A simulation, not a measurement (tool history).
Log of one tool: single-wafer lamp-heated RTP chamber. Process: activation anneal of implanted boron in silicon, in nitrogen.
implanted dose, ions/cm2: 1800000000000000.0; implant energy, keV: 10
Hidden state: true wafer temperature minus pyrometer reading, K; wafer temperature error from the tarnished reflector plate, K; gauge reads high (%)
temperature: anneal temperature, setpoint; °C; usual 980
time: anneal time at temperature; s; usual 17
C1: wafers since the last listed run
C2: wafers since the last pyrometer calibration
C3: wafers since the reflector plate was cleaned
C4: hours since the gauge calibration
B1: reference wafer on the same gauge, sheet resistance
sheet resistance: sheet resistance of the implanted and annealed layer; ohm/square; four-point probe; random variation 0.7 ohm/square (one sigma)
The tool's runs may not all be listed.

{"run": 1, "hour": 0.0, "temperature": 968, "time": 17, "C1": 0, "C2": 3028, "C3": 4657, "C4": 151.6, "B1": 112.04, "sheet resistance": 127.11}
{"run": 2, "hour": 30.7, "temperature": 968, "time": 17, "C1": 660, "C2": 3689, "C3": 5317, "C4": 182.3, "B1": 111.82, "sheet resistance": 127.02}
{"run": 3, "hour": 54.0, "temperature": 968, "time": 17, "C1": 501, "C2": 4190, "C3": 5819, "C4": 205.6, "B1": 111.94, "sheet resistance": 126.84}
{"run": 4, "hour": 77.0, "temperature": 980, "time": 17, "C1": 494, "C2": 4685, "C3": 6314, "C4": 228.6, "B1": 112.07, "sheet resistance": 115.8}
{"run": 5, "hour": 108.0, "temperature": 980, "time": 17, "C1": 667, "C2": 5352, "C3": 6981, "C4": 259.6, "B1": 112.23, "sheet resistance": 116.6}
{"run": 6, "hour": 122.2, "temperature": 980, "time": 17, "C1": 305, "C2": 5658, "C3": 7286, "C4": 273.8, "B1": 111.76, "sheet resistance": 115.49}
{"run": 7, "hour": 136.3, "temperature": 980, "time": 17, "C1": 303, "C2": 5961, "C3": 7590, "C4": 287.9, "B1": 112.13, "sheet resistance": 116.56}
{"run": 8, "hour": 159.2, "temperature": 980, "time": 17, "C1": 492, "C2": 6454, "C3": 8083, "C4": 310.8, "B1": 111.91, "sheet resistance": 115.44}
{"hour": 167.7, "done": "gauge calibrated"}
{"run": 9, "hour": 188.6, "temperature": 980, "time": 17, "C1": 632, "C2": 7086, "C3": 8715, "C4": 20.9, "B1": 112.02, "sheet resistance": 114.25}
{"hour": 210.4, "done": "pyrometer window cleaned and pyrometer calibrated"}
{"run": 10, "hour": 210.9, "temperature": 980, "time": 17, "C1": 307, "C2": 11, "C3": 9023, "C4": 43.2, "B1": 111.96, "sheet resistance": 119.15}
{"hour": 226.1, "done": "reflector plate cleaned"}
{"run": 11, "hour": 242.2, "temperature": 951, "time": 8, "C1": 501, "C2": 513, "C3": 347, "C4": 74.5, "B1": 112.18, "sheet resistance": 162.72}
{"run": 12, "hour": 264.0, "temperature": 995, "time": 9, "C1": 469, "C2": 982, "C3": 816, "C4": 96.3, "B1": 111.89, "sheet resistance": 114.18}
{"run": 13, "hour": 292.7, "temperature": 953, "time": 27, "C1": 617, "C2": 1599, "C3": 1434, "C4": 125, "B1": 111.95, "sheet resistance": 137.63}
{"run": 14, "hour": 313.6, "temperature": 980, "time": 17, "C1": 449, "C2": 2049, "C3": 1883, "C4": 145.9, "B1": 111.94, "sheet resistance": 117.61}
{"run": 15, "hour": 326.9, "temperature": 957, "time": 8, "C1": 286, "C2": 2335, "C3": 2170, "C4": 159.2, "B1": 112.07, "sheet resistance": 153.3}
{"run": 16, "hour": 355.7, "temperature": 980, "time": 17, "C1": 619, "C2": 2955, "C3": 2789, "C4": 188, "B1": 111.95, "sheet resistance": 116.26}
{"run": 17, "hour": 369.0, "temperature": 988, "time": 9, "C1": 286, "C2": 3241, "C3": 3076, "C4": 201.3, "B1": 111.82, "sheet resistance": 118.19}
{"run": 18, "hour": 404.8, "temperature": 1007, "time": 25, "C1": 770, "C2": 4012, "C3": 3846, "C4": 237.1, "B1": 112.23, "sheet resistance": 98.69}
{"run": 19, "hour": 419.9, "temperature": 954, "time": 7, "C1": 324, "C2": 4337, "C3": 4171, "C4": 252.2, "B1": 112.15, "sheet resistance": 155.59}
{"run": 20, "hour": 504.2, "temperature": 965, "time": 25, "C1": 1814, "C2": 6151, "C3": 5985, "C4": 336.5, "B1": 112.15, "sheet resistance": 123.58}
{"hour": 512.2, "done": "gauge calibrated"}
{"run": 21, "hour": 519.5, "temperature": 980, "time": 24, "C1": 329, "C2": 6480, "C3": 6314, "C4": 7.3, "B1": 111.91, "sheet resistance": 112.08}

4 ways to go on from here, each from the tool as it stands after run 21. What would each give?
{"run": "A", "hour": 519.9, "temperature": 980, "time": 22, "C1": 8, "C2": 6489, "C3": 6323, "C4": 7.7, "B1": "?", "sheet resistance": "?"}
{"run": "B", "hour": 519.9, "temperature": 980, "time": 14, "C1": 8, "C2": 6489, "C3": 6323, "C4": 7.7, "B1": "?", "sheet resistance": "?"}
{"run": "C", "hour": 519.9, "temperature": 954, "time": 12, "C1": 8, "C2": 6489, "C3": 6323, "C4": 7.7, "B1": "?", "sheet resistance": "?"}
{"run": "D", "hour": 519.9, "temperature": 980, "time": 12, "C1": 8, "C2": 6489, "C3": 6323, "C4": 7.7, "B1": "?", "sheet resistance": "?"}

run=A B1=112.07 sheet_resistance=113.34
run=B B1=112.07 sheet_resistance=117.14
run=C B1=112.07 sheet_resistance=144.07
run=D B1=112.07 sheet_resistance=118.49
Without the tool's hidden state the same runs would have given:
run=A sheet_resistance=116.81
run=B sheet_resistance=120.91
run=C sheet_resistance=151.49
run=D sheet_resistance=122.39

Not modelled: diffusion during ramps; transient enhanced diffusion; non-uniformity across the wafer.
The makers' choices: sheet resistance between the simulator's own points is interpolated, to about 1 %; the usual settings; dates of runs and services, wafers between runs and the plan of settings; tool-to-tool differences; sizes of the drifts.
